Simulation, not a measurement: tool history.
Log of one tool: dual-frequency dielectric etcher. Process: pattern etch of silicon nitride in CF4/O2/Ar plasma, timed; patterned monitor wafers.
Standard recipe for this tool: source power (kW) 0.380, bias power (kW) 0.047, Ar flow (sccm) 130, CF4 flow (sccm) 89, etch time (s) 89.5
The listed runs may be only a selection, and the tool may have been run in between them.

run	hour	source power (kW)	bias power (kW)	Ar flow (sccm)	CF4 flow (sccm)	etch time (s)	read-back reference wafer on the same gauge, depth_nm	mean etch depth across the wafer (nm)
1	0.0	0.380	0.047	130	70	113.5	118.9	160.3
2	59.9	0.380	0.047	153	89	113.5	119.0	163.1
# hour 151.6: bias power generator calibrated
3	155.3	0.380	0.047	130	89	89.5	118.9	130.5
# hour 210.0: Ar flow controller replaced
4	237.7	0.380	0.042	146	89	89.5	118.9	123.5
# hour 293.9: wet clean of the chamber
5	341.0	0.380	0.047	130	89	89.5	118.9	134.5
6	426.6	0.280	0.047	130	74	89.5	119.1	105.6
7	533.6	0.380	0.047	130	89	89.5	119.0	133.0
8	627.8	0.430	0.047	130	102	89.5	119.0	148.0
9	677.7	0.380	0.057	130	79	89.5	118.8	140.2
10	776.5	0.460	0.047	130	107	76.0	118.9	132.3
11	822.9	0.380	0.047	130	89	89.5	119.0	131.7
12	979.5	0.450	0.052	130	89	89.5	119.0	153.7
# hour 1022.5: wet clean of the chamber
# hour 1104.7: source power generator calibrated
# hour 1221.4: upper electrode replaced
13	1251.2	0.450	0.047	130	89	89.5	118.9	151.7

Expected results for the next run?
14	1440.4	0.380	0.047	156	89	80.0	?	?

read-back reference wafer on the same gauge, depth_nm: 119.0
mean etch depth across the wafer (nm): 116.4
With no hidden state in the tool, this same run would have given mean etch depth across the wafer (nm) 117.8.
